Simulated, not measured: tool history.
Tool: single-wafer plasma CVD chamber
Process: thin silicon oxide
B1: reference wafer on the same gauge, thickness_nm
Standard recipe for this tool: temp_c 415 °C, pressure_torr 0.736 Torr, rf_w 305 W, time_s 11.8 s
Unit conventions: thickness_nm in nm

{"run": 1, "hour": 0.0, "temp_c": 415, "pressure_torr": 0.736, "rf_w": 305, "time_s": 11.8, "B1": 22.124, "thickness_nm": 19.821}
{"run": 2, "hour": 36.2, "temp_c": 415, "pressure_torr": 0.736, "rf_w": 305, "time_s": 11.8, "B1": 22.115, "thickness_nm": 19.811}
{"run": 3, "hour": 101.3, "temp_c": 415, "pressure_torr": 0.736, "rf_w": 305, "time_s": 10.8, "B1": 22.071, "thickness_nm": 18.102}
{"hour": 180.8, "done": "RF generator calibrated"}
{"run": 4, "hour": 181.3, "temp_c": 403, "pressure_torr": 0.736, "rf_w": 305, "time_s": 11.8, "B1": 22.111, "thickness_nm": 19.764}
{"run": 5, "hour": 254.0, "temp_c": 415, "pressure_torr": 0.736, "rf_w": 305, "time_s": 11.8, "B1": 22.105, "thickness_nm": 19.699}
{"run": 6, "hour": 307.7, "temp_c": 415, "pressure_torr": 0.736, "rf_w": 305, "time_s": 11.8, "B1": 22.118, "thickness_nm": 19.56}
{"run": 7, "hour": 432.1, "temp_c": 415, "pressure_torr": 0.736, "rf_w": 305, "time_s": 11.8, "B1": 22.09, "thickness_nm": 19.399}
{"run": 8, "hour": 511.5, "temp_c": 415, "pressure_torr": 0.736, "rf_w": 305, "time_s": 11.8, "B1": 22.092, "thickness_nm": 19.558}
{"run": 9, "hour": 599.3, "temp_c": 415, "pressure_torr": 0.736, "rf_w": 305, "time_s": 11.8, "B1": 22.12, "thickness_nm": 19.472}
{"hour": 751.9, "done": "showerhead replaced"}
{"run": 10, "hour": 831.5, "temp_c": 415, "pressure_torr": 0.668, "rf_w": 305, "time_s": 11.8, "B1": 22.084, "thickness_nm": 17.789}
{"run": 11, "hour": 869.7, "temp_c": 415, "pressure_torr": 0.736, "rf_w": 305, "time_s": 11.8, "B1": 22.072, "thickness_nm": 19.53}
{"run": 12, "hour": 924.8, "temp_c": 415, "pressure_torr": 0.736, "rf_w": 305, "time_s": 11.8, "B1": 22.107, "thickness_nm": 19.4}
{"run": 13, "hour": 971.9, "temp_c": 410, "pressure_torr": 0.83, "rf_w": 250, "time_s": 11.1, "B1": 22.103, "thickness_nm": 18.863}
{"run": 14, "hour": 1026.2, "temp_c": 415, "pressure_torr": 0.736, "rf_w": 305, "time_s": 13.6, "B1": 22.059, "thickness_nm": 22.139}
{"run": 15, "hour": 1122.4, "temp_c": 415, "pressure_torr": 0.668, "rf_w": 305, "time_s": 11.8, "B1": 22.074, "thickness_nm": 17.719}
{"hour": 1146.5, "done": "gauge calibrated"}
{"hour": 1152.2, "done": "capacitance manometer re-zeroed and calibrated"}
{"run": 16, "hour": 1165.8, "temp_c": 415, "pressure_torr": 0.736, "rf_w": 305, "time_s": 11.8, "B1": 22.142, "thickness_nm": 20.259}
{"hour": 1175.8, "done": "RF generator calibrated"}
{"hour": 1193.2, "done": "thermocouple changed; heater temperature recalibrated"}
{"run": 17, "hour": 1238.0, "temp_c": 415, "pressure_torr": 0.736, "rf_w": 305, "time_s": 10.3, "B1": 22.047, "thickness_nm": 17.667}
{"run": 18, "hour": 1308.9, "temp_c": 415, "pressure_torr": 0.586, "rf_w": 260, "time_s": 11.8, "B1": 22.129, "thickness_nm": 15.766}
{"run": 19, "hour": 1348.2, "temp_c": 415, "pressure_torr": 0.736, "rf_w": 305, "time_s": 11.8, "B1": 22.107, "thickness_nm": 20.299}
{"run": 20, "hour": 1428.0, "temp_c": 415, "pressure_torr": 0.736, "rf_w": 305, "time_s": 13.7, "B1": 22.082, "thickness_nm": 23.341}
{"run": 21, "hour": 1520.4, "temp_c": 415, "pressure_torr": 0.736, "rf_w": 305, "time_s": 11.8, "B1": 22.134, "thickness_nm": 20.095}
{"run": 22, "hour": 1593.8, "temp_c": 428, "pressure_torr": 0.912, "rf_w": 255, "time_s": 13.5, "B1": 22.058, "thickness_nm": 25.583}
{"run": 23, "hour": 1683.3, "temp_c": 411, "pressure_torr": 0.678, "rf_w": 285, "time_s": 10.3, "B1": 22.107, "thickness_nm": 15.911}
{"run": 24, "hour": 1729.9, "temp_c": 415, "pressure_torr": 0.833, "rf_w": 305, "time_s": 11.8, "B1": 22.151, "thickness_nm": 22.149}
{"run": 25, "hour": 1777.0, "temp_c": 402, "pressure_torr": 0.595, "rf_w": 360, "time_s": 10.1, "B1": 22.123, "thickness_nm": 15.18}

3 ways to go on from here, each from the tool as it stands after run 25. What would each give?
{"run": "A", "hour": 1777.4, "temp_c": 415, "pressure_torr": 0.736, "rf_w": 255, "time_s": 11.8, "B1": "?", "thickness_nm": "?"}
{"run": "B", "hour": 1777.4, "temp_c": 415, "pressure_torr": 0.82, "rf_w": 305, "time_s": 11.8, "B1": "?", "thickness_nm": "?"}
{"run": "C", "hour": 1777.4, "temp_c": 415, "pressure_torr": 0.881, "rf_w": 305, "time_s": 11.8, "B1": "?", "thickness_nm": "?"}

run=A B1=22.103 thickness_nm=18.658
run=B B1=22.103 thickness_nm=21.705
run=C B1=22.103 thickness_nm=22.948
With the hidden condition removed and each run's random variation left untouched, the same runs would have given:
run=A thickness_nm=18.877
run=B thickness_nm=21.94
run=C thickness_nm=23.169
